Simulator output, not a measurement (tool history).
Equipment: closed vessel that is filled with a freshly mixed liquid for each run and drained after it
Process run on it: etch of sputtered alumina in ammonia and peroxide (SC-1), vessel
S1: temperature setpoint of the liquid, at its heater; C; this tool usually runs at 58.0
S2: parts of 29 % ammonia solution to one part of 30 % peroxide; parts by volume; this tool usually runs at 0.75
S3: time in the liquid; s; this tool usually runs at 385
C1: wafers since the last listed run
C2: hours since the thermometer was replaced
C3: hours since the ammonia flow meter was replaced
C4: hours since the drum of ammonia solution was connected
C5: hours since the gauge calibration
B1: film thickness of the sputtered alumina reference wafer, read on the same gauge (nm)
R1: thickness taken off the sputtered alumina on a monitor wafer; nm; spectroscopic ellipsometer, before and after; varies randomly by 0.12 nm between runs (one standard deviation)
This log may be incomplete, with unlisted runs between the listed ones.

run 1 hour=0.0 | S1=58.0 S2=0.75 S3=320 | C1=0 C2=1653.2 C3=746.7 C4=579.8 C5=725.2 | B1=79.99 | R1=17.12
-- hour=14.1 gauge calibrated
run 2 hour=29.0 | S1=58.0 S2=0.75 S3=545 | C1=1806 C2=1682.2 C3=775.7 C4=608.8 C5=14.9 | B1=79.96 | R1=29.13
run 3 hour=61.5 | S1=58.0 S2=0.75 S3=545 | C1=2024 C2=1714.7 C3=808.2 C4=641.3 C5=47.4 | B1=80.01 | R1=28.89
run 4 hour=88.9 | S1=60.5 S2=0.75 S3=385 | C1=1707 C2=1742.1 C3=835.6 C4=668.7 C5=74.8 | B1=79.99 | R1=23.48
run 5 hour=124.5 | S1=58.0 S2=0.75 S3=555 | C1=2218 C2=1777.7 C3=871.2 C4=704.3 C5=110.4 | B1=80.02 | R1=29.61
run 6 hour=159.9 | S1=58.0 S2=0.75 S3=555 | C1=2205 C2=1813.1 C3=906.6 C4=739.7 C5=145.8 | B1=80.03 | R1=30.03
run 7 hour=191.2 | S1=58.0 S2=0.75 S3=555 | C1=1950 C2=1844.4 C3=937.9 C4=771.0 C5=177.1 | B1=79.98 | R1=29.61
run 8 hour=217.6 | S1=58.0 S2=0.65 S3=385 | C1=1644 C2=1870.8 C3=964.3 C4=797.4 C5=203.5 | B1=80.02 | R1=20.26
run 9 hour=231.9 | S1=58.0 S2=0.65 S3=385 | C1=890 C2=1885.1 C3=978.6 C4=811.7 C5=217.8 | B1=79.98 | R1=20.36
run 10 hour=255.5 | S1=58.0 S2=0.75 S3=385 | C1=1470 C2=1908.7 C3=1002.2 C4=835.3 C5=241.4 | B1=80.00 | R1=20.57
run 11 hour=272.5 | S1=58.0 S2=0.75 S3=385 | C1=1059 C2=1925.7 C3=1019.2 C4=852.3 C5=258.4 | B1=80.01 | R1=20.45
-- hour=277.7 ammonia flow meter replaced
run 12 hour=299.2 | S1=58.0 S2=0.75 S3=385 | C1=1601 C2=1952.4 C3=21.5 C4=879.0 C5=285.1 | B1=80.00 | R1=20.60
run 13 hour=373.6 | S1=58.0 S2=0.75 S3=385 | C1=4635 C2=2026.8 C3=95.9 C4=953.4 C5=359.5 | B1=79.97 | R1=20.45
-- hour=405.2 new drum of ammonia solution connected
run 14 hour=405.8 | S1=58.0 S2=0.75 S3=385 | C1=1943 C2=2059.0 C3=128.1 C4=0.6 C5=391.7 | B1=80.00 | R1=20.72
-- hour=450.8 thermometer replaced
run 15 hour=503.5 | S1=65.0 S2=0.75 S3=245 | C1=6025 C2=52.7 C3=225.8 C4=98.3 C5=489.4 | B1=79.99 | R1=18.55
run 16 hour=524.5 | S1=65.0 S2=1.05 S3=385 | C1=1308 C2=73.7 C3=246.8 C4=119.3 C5=510.4 | B1=79.96 | R1=30.30
run 17 hour=556.6 | S1=61.0 S2=0.90 S3=455 | C1=2000 C2=105.8 C3=278.9 C4=151.4 C5=542.5 | B1=80.01 | R1=29.11
run 18 hour=579.2 | S1=49.5 S2=1.00 S3=385 | C1=1408 C2=128.4 C3=301.5 C4=174.0 C5=565.1 | B1=80.01 | R1=13.32
run 19 hour=597.8 | S1=53.5 S2=1.15 S3=185 | C1=1158 C2=147.0 C3=320.1 C4=192.6 C5=583.7 | B1=80.02 | R1=8.10
run 20 hour=624.2 | S1=58.0 S2=0.75 S3=385 | C1=1644 C2=173.4 C3=346.5 C4=219.0 C5=610.1 | B1=79.99 | R1=20.60
-- hour=630.1 gauge calibrated
run 21 hour=655.1 | S1=58.0 S2=0.65 S3=385 | C1=1925 C2=204.3 C3=377.4 C4=249.9 C5=25.0 | B1=80.02 | R1=20.40
run 22 hour=679.3 | S1=51.0 S2=1.05 S3=385 | C1=1507 C2=228.5 C3=401.6 C4=274.1 C5=49.2 | B1=79.98 | R1=14.72
run 23 hour=706.0 | S1=58.0 S2=0.75 S3=275 | C1=1663 C2=255.2 C3=428.3 C4=300.8 C5=75.9 | B1=79.98 | R1=14.75
run 24 hour=739.8 | S1=58.0 S2=0.75 S3=385 | C1=2105 C2=289.0 C3=462.1 C4=334.6 C5=109.7 | B1=80.05 | R1=20.75
run 25 hour=758.3 | S1=53.5 S2=0.75 S3=385 | C1=1152 C2=307.5 C3=480.6 C4=353.1 C5=128.2 | B1=80.00 | R1=16.12
run 26 hour=780.1 | S1=58.0 S2=0.75 S3=555 | C1=1358 C2=329.3 C3=502.4 C4=374.9 C5=150.0 | B1=80.01 | R1=29.77
run 27 hour=810.5 | S1=50.0 S2=0.60 S3=585 | C1=1894 C2=359.7 C3=532.8 C4=405.3 C5=180.4 | B1=80.02 | R1=19.99
run 28 hour=892.9 | S1=49.0 S2=1.10 S3=385 | C1=5134 C2=442.1 C3=615.2 C4=487.7 C5=262.8 | B1=79.98 | R1=13.12
run 29 hour=908.2 | S1=53.5 S2=0.75 S3=580 | C1=953 C2=457.4 C3=630.5 C4=503.0 C5=278.1 | B1=79.99 | R1=24.51

What differs in the tool's unlogged condition from the final listed run ahead of each entry between runs to the first listed run following it?
Run 1 -> run 2: gauge calibrated (hour 14.1)
  the hidden state is the same at both runs
Run 11 -> run 12: ammonia flow meter replaced (hour 277.7)
  the hidden state is the same at both runs
Run 13 -> run 14: new drum of ammonia solution connected (hour 405.2)
  the hidden state is the same at both runs
Run 14 -> run 15: thermometer replaced (hour 450.8)
  the hidden state is the same at both runs
Run 20 -> run 21: gauge calibrated (hour 630.1)
  the hidden state is the same at both runs
